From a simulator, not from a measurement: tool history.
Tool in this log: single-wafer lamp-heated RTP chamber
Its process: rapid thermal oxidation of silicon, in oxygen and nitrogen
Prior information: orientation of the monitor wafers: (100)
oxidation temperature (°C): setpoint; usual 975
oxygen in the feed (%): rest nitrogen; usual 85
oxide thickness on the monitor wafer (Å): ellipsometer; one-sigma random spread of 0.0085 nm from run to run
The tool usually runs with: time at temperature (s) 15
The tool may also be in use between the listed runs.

run,hour,oxidation temperature (°C),time at temperature (s),oxygen in the feed (%),"read-back reference wafer on the same gauge, thickness",oxide thickness on the monitor wafer (Å)
1,0.0,984,15,85,2.299,28.88
2,76.3,984,15,85,2.300,28.98
3,124.7,975,20,94,2.299,30.99
4,177.4,975,20,94,2.298,31.13
5,250.3,975,20,94,2.300,31.25
6,356.0,993,15,68,2.300,29.02
7,424.6,993,15,68,2.301,29.08
8,465.3,993,15,68,2.299,29.35
9,569.5,975,15,95,2.298,29.05
10,667.6,975,15,95,2.299,29.17
# hour 766.4: gauge calibrated
# hour 770.4: pyrometer window cleaned and pyrometer calibrated
11,770.9,975,15,85,2.298,27.49
12,874.0,975,15,85,2.298,27.75
# hour 930.8: oxygen flow controller replaced
13,978.5,975,20,85,2.299,30.17
14,1020.6,962,22,85,2.301,28.96
15,1061.6,954,10,96,2.301,23.51
16,1137.9,985,8,85,2.301,24.79
17,1181.0,1002,9,98,2.299,28.65
18,1220.5,991,15,85,2.301,30.50
19,1288.2,954,9,85,2.302,22.74
20,1440.9,948,9,85,2.300,22.35
21,1494.4,948,9,85,2.303,22.40
22,1546.9,959,15,85,2.302,26.28

4 options for the next run, each taken on its own from the tool as it stands now. Forecast them:
A,1547.4,975,15,85,?,?
B,1547.4,993,15,72,?,?
C,1547.4,995,11,77,?,?
D,1547.4,1001,15,98,?,?

run,"read-back reference wafer on the same gauge, thickness",oxide thickness on the monitor wafer (Å)
A,2.299,28.35
B,2.299,29.99
C,2.299,28.06
D,2.299,34.27
Without the tool's unlogged condition, the same runs would have read:
run,oxide thickness on the monitor wafer (Å)
A,27.48
B,29.01
C,27.20
D,32.99
